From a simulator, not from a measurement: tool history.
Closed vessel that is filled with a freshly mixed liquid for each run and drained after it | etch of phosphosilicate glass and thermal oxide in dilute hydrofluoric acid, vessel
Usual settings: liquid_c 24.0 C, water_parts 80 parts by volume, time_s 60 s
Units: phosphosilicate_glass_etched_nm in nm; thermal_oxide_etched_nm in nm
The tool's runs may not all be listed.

run    hour  liquid_c  water_parts  time_s  wafers since the last listed run  hours since the thermometer was replaced  hours since the hydrofluoric acid flow meter was replaced  hours since the gauge calibration  read-back film thickness of the phosphosilicate glass reference wafer, read on the same gauge (nm)  read-back film thickness of the thermal oxide reference wafer, read on the same gauge (nm)  phosphosilicate_glass_etched_nm  thermal_oxide_etched_nm
  1     0.0      24.0           80      60                                 0                                      40.3                                                     1500.6                             1273.1                                                                                               89.98                                                                                      90.026                            81.38                    3.212
  2    87.5      24.0           80      60                             12282                                     127.8                                                     1588.1                             1360.6                                                                                               89.97                                                                                      89.984                            82.74                    3.180
  3   144.9      24.0           80      60                              8057                                     185.2                                                     1645.5                             1418.0                                                                                               90.00                                                                                      90.031                            81.47                    3.177
  4   249.1      24.0           80      85                             14626                                     289.4                                                     1749.7                             1522.2                                                                                               90.00                                                                                      89.966                           114.86                    4.448
  5   287.0      24.0           80      85                              5319                                     327.3                                                     1787.6                             1560.1                                                                                               89.98                                                                                      89.988                           114.79                    4.436
  6   331.0      24.0           50      60                              6176                                     371.3                                                     1831.6                             1604.1                                                                                               89.98                                                                                      89.985                           132.88                    5.203
  7   406.9      24.0           50      60                             10653                                     447.2                                                     1907.5                             1680.0                                                                                               90.00                                                                                      90.000                           132.41                    5.108
  8   463.4      24.0           50      60                              7930                                     503.7                                                     1964.0                             1736.5                                                                                               89.98                                                                                      89.999                           131.27                    5.197
  9   570.2      24.0           80      60                             14991                                     610.5                                                     2070.8                             1843.3                                                                                               90.02                                                                                      90.031                            78.20                    3.144
 10   634.5      24.0           80      60                              9025                                     674.8                                                     2135.1                             1907.6                                                                                               90.00                                                                                      90.020                            78.24                    3.064
      651.7  -- thermometer replaced
 11   726.8      24.0           80      60                             12815                                      75.1                                                     2227.4                             1999.9                                                                                               89.99                                                                                      90.023                            73.26                    2.920
      735.1  -- hydrofluoric acid flow meter replaced
 12   832.7      28.0           65      60                             14724                                     181.0                                                       97.6                             2105.8                                                                                               89.98                                                                                      90.014                           109.00                    4.208
 13   935.9      24.0           80      60                             14486                                     284.2                                                      200.8                             2209.0                                                                                               89.97                                                                                      89.990                            73.35                    2.850
      977.1  -- thermometer replaced, repeated, since the last time left the tool worse
 14  1028.4      21.5           80      85                             12843                                      51.3                                                      293.3                             2301.5                                                                                               89.98                                                                                      89.990                           104.89                    4.060
     1055.2  -- gauge calibrated
 15  1121.5      24.0          120      60                             13068                                     144.4                                                      386.4                               66.3                                                                                               90.00                                                                                      89.975                            51.26                    2.051
 16  1192.8      22.5           45      90                             10008                                     215.7                                                      457.7                              137.6                                                                                               89.98                                                                                      89.990                           212.06                    8.288
 17  1283.5      25.5          110      60                             12731                                     306.4                                                      548.4                              228.3                                                                                               89.99                                                                                      90.011                            60.02                    2.361
 18  1325.2      27.0          105      60                              5853                                     348.1                                                      590.1                              270.0                                                                                               89.99                                                                                      90.001                            66.97                    2.610
 19  1566.2      21.5           40      60                             33828                                     589.1                                                      831.1                              511.0                                                                                               90.01                                                                                      90.008                           147.74                    5.802
 20  1638.7      26.0           80      35                             10176                                     661.6                                                      903.6                              583.5                                                                                               89.99                                                                                      89.991                            49.46                    1.956
 21  1731.9      24.0           80      60                             13082                                     754.8                                                      996.8                              676.7                                                                                               90.02                                                                                      89.982                            77.60                    2.989
     1782.4  -- thermometer replaced
 22  1814.2      24.0           80      60                             11411                                      31.8                                                     1079.1                              759.0                                                                                               90.01                                                                                      90.007                            82.72                    3.224
 23  1896.9      24.0           80      35                             11608                                     114.5                                                     1161.8                              841.7                                                                                               90.00                                                                                      90.021                            47.82                    1.871
 24  2001.8      28.5          120      70                             14724                                     219.4                                                     1266.7                              946.6                                                                                               90.00                                                                                      90.005                            71.63                    2.792

The same runs without the tool's hidden state, with the same run-to-run variation:
The hidden state here: liquid colder than its thermometer reads (K); hydrofluoric acid flow above the setpoint (%); gauge reads high (%).
run  phosphosilicate_glass_etched_nm  thermal_oxide_etched_nm
  1                            81.90                    3.232
  2                            83.88                    3.224
  3                            82.96                    3.235
  4                           117.95                    4.568
  5                           118.23                    4.568
  6                           137.45                    5.382
  7                           137.83                    5.317
  8                           137.26                    5.434
  9                            82.42                    3.314
 10                            82.86                    3.245
 11                            81.96                    3.267
 12                           122.69                    4.737
 13                            83.47                    3.243
 14                           106.28                    4.114
 15                            52.27                    2.091
 16                           217.82                    8.514
 17                            61.97                    2.437
 18                            69.34                    2.703
 19                           156.67                    6.153
 20                            52.57                    2.078
 21                            83.17                    3.204
 22                            83.39                    3.250
 23                            48.54                    1.899
 24                            73.21                    2.853

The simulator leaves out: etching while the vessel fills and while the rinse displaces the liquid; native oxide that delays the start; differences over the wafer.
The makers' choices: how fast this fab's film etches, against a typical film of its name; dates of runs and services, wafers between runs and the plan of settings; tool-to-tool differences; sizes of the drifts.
